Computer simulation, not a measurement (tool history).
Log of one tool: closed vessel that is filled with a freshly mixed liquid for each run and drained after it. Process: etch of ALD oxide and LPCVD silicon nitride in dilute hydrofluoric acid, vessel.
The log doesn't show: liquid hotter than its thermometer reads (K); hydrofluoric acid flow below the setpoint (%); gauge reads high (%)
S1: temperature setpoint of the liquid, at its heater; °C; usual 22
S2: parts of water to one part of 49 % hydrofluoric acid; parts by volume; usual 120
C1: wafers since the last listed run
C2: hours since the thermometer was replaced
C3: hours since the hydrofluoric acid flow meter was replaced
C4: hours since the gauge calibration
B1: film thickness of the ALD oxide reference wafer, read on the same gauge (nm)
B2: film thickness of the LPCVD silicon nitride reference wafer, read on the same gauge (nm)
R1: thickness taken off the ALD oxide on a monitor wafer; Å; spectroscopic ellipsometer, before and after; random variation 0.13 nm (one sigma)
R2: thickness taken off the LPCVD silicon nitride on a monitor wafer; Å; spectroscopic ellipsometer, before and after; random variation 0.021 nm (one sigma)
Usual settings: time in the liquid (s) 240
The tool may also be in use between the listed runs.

{"run": 1, "hour": 0.0, "S1": 22, "S2": 120, "time in the liquid (s)": 240, "C1": 0, "C2": 2230.1, "C3": 405.8, "C4": 257.6, "B1": 140, "B2": 130.015, "R1": 234.1, "R2": 10.52}
{"run": 2, "hour": 19.2, "S1": 22, "S2": 120, "time in the liquid (s)": 240, "C1": 1713, "C2": 2249.3, "C3": 425, "C4": 276.8, "B1": 140.03, "B2": 130.002, "R1": 233, "R2": 10.49}
{"run": 3, "hour": 46.8, "S1": 22, "S2": 120, "time in the liquid (s)": 240, "C1": 2462, "C2": 2276.9, "C3": 452.6, "C4": 304.4, "B1": 139.99, "B2": 130.014, "R1": 234.3, "R2": 10.49}
{"hour": 92.8, "done": "gauge calibrated"}
{"run": 4, "hour": 108.3, "S1": 22, "S2": 120, "time in the liquid (s)": 240, "C1": 5487, "C2": 2338.4, "C3": 514.1, "C4": 15.5, "B1": 140.01, "B2": 129.971, "R1": 234.6, "R2": 10.04}
{"run": 5, "hour": 133.4, "S1": 22, "S2": 120, "time in the liquid (s)": 240, "C1": 2239, "C2": 2363.5, "C3": 539.2, "C4": 40.6, "B1": 139.98, "B2": 129.972, "R1": 232.7, "R2": 10.8}
{"run": 6, "hour": 149.7, "S1": 25.5, "S2": 105, "time in the liquid (s)": 240, "C1": 1454, "C2": 2379.8, "C3": 555.5, "C4": 56.9, "B1": 139.98, "B2": 129.998, "R1": 312.1, "R2": 14.88}
{"run": 7, "hour": 171.6, "S1": 25.5, "S2": 105, "time in the liquid (s)": 240, "C1": 1954, "C2": 2401.7, "C3": 577.4, "C4": 78.8, "B1": 139.99, "B2": 129.994, "R1": 311.3, "R2": 15.15}
{"run": 8, "hour": 201.6, "S1": 22, "S2": 120, "time in the liquid (s)": 240, "C1": 2677, "C2": 2431.7, "C3": 607.4, "C4": 108.8, "B1": 140.02, "B2": 129.991, "R1": 234.6, "R2": 10.61}
{"run": 9, "hour": 227.2, "S1": 22, "S2": 120, "time in the liquid (s)": 240, "C1": 2284, "C2": 2457.3, "C3": 633, "C4": 134.4, "B1": 140, "B2": 129.985, "R1": 234.3, "R2": 10.35}
{"run": 10, "hour": 261.9, "S1": 22, "S2": 120, "time in the liquid (s)": 240, "C1": 3096, "C2": 2492, "C3": 667.7, "C4": 169.1, "B1": 140, "B2": 130.001, "R1": 234.8, "R2": 10.89}
{"run": 11, "hour": 297.5, "S1": 22, "S2": 120, "time in the liquid (s)": 240, "C1": 3176, "C2": 2527.6, "C3": 703.3, "C4": 204.7, "B1": 140, "B2": 130.024, "R1": 238.7, "R2": 10.91}
{"hour": 321.2, "done": "hydrofluoric acid flow meter replaced"}
{"run": 12, "hour": 326.3, "S1": 22, "S2": 120, "time in the liquid (s)": 240, "C1": 2480, "C2": 2556.4, "C3": 5.1, "C4": 233.5, "B1": 140.01, "B2": 129.999, "R1": 233.4, "R2": 10.83}
{"run": 13, "hour": 341.1, "S1": 17, "S2": 180, "time in the liquid (s)": 240, "C1": 1320, "C2": 2571.2, "C3": 19.9, "C4": 248.3, "B1": 140, "B2": 129.962, "R1": 120.9, "R2": 5.25}
{"run": 14, "hour": 365.6, "S1": 22, "S2": 105, "time in the liquid (s)": 240, "C1": 2186, "C2": 2595.7, "C3": 44.4, "C4": 272.8, "B1": 139.99, "B2": 129.997, "R1": 276.9, "R2": 11.71}
{"run": 15, "hour": 379.3, "S1": 22, "S2": 165, "time in the liquid (s)": 105, "C1": 1222, "C2": 2609.4, "C3": 58.1, "C4": 286.5, "B1": 140.01, "B2": 129.949, "R1": 71.8, "R2": 3.45}
{"run": 16, "hour": 400.4, "S1": 22, "S2": 160, "time in the liquid (s)": 240, "C1": 1882, "C2": 2630.5, "C3": 79.2, "C4": 307.6, "B1": 139.98, "B2": 130.031, "R1": 168.9, "R2": 7.8}
{"run": 17, "hour": 423.5, "S1": 24, "S2": 120, "time in the liquid (s)": 310, "C1": 2061, "C2": 2653.6, "C3": 102.3, "C4": 330.7, "B1": 139.99, "B2": 129.97, "R1": 328.1, "R2": 15.87}
{"hour": 427.1, "done": "gauge calibrated"}
{"run": 18, "hour": 442.6, "S1": 20, "S2": 120, "time in the liquid (s)": 240, "C1": 1704, "C2": 2672.7, "C3": 121.4, "C4": 15.5, "B1": 139.98, "B2": 130.029, "R1": 221.4, "R2": 9.29}
{"run": 19, "hour": 461.5, "S1": 20, "S2": 120, "time in the liquid (s)": 240, "C1": 1686, "C2": 2691.6, "C3": 140.3, "C4": 34.4, "B1": 139.99, "B2": 129.997, "R1": 219.6, "R2": 9.53}
{"hour": 467.1, "done": "thermometer replaced"}
{"run": 20, "hour": 483.1, "S1": 22, "S2": 155, "time in the liquid (s)": 335, "C1": 1838, "C2": 16, "C3": 161.9, "C4": 56, "B1": 140, "B2": 130.032, "R1": 226.3, "R2": 9.66}
{"run": 21, "hour": 514.7, "S1": 24, "S2": 140, "time in the liquid (s)": 240, "C1": 2819, "C2": 47.6, "C3": 193.5, "C4": 87.6, "B1": 140.01, "B2": 129.974, "R1": 196.3, "R2": 8.91}
{"run": 22, "hour": 541.0, "S1": 22, "S2": 120, "time in the liquid (s)": 240, "C1": 2346, "C2": 73.9, "C3": 219.8, "C4": 113.9, "B1": 139.96, "B2": 129.992, "R1": 216.9, "R2": 9.22}
{"run": 23, "hour": 563.2, "S1": 20, "S2": 145, "time in the liquid (s)": 200, "C1": 1981, "C2": 96.1, "C3": 242, "C4": 136.1, "B1": 139.99, "B2": 129.986, "R1": 134.8, "R2": 5.46}
{"run": 24, "hour": 596.5, "S1": 22, "S2": 120, "time in the liquid (s)": 240, "C1": 2971, "C2": 129.4, "C3": 275.3, "C4": 169.4, "B1": 140.01, "B2": 130.004, "R1": 215.3, "R2": 9.2}

What the log doesn't show, run by run:
hydrofluoric acid flow below the setpoint (%): 0 in every run
gauge reads high (%): 0 in every run
H1: liquid hotter than its thermometer reads (K)
run=1 H1=2.42
run=2 H1=2.44
run=3 H1=2.46
run=4 H1=2.52
run=5 H1=2.55
run=6 H1=2.56
run=7 H1=2.58
run=8 H1=2.61
run=9 H1=2.63
run=10 H1=2.67
run=11 H1=2.7
run=12 H1=2.73
run=13 H1=2.74
run=14 H1=2.77
run=15 H1=2.78
run=16 H1=2.8
run=17 H1=2.82
run=18 H1=2.84
run=19 H1=2.86
run=20 H1=0.395
run=21 H1=0.425
run=22 H1=0.45
run=23 H1=0.471
run=24 H1=0.503

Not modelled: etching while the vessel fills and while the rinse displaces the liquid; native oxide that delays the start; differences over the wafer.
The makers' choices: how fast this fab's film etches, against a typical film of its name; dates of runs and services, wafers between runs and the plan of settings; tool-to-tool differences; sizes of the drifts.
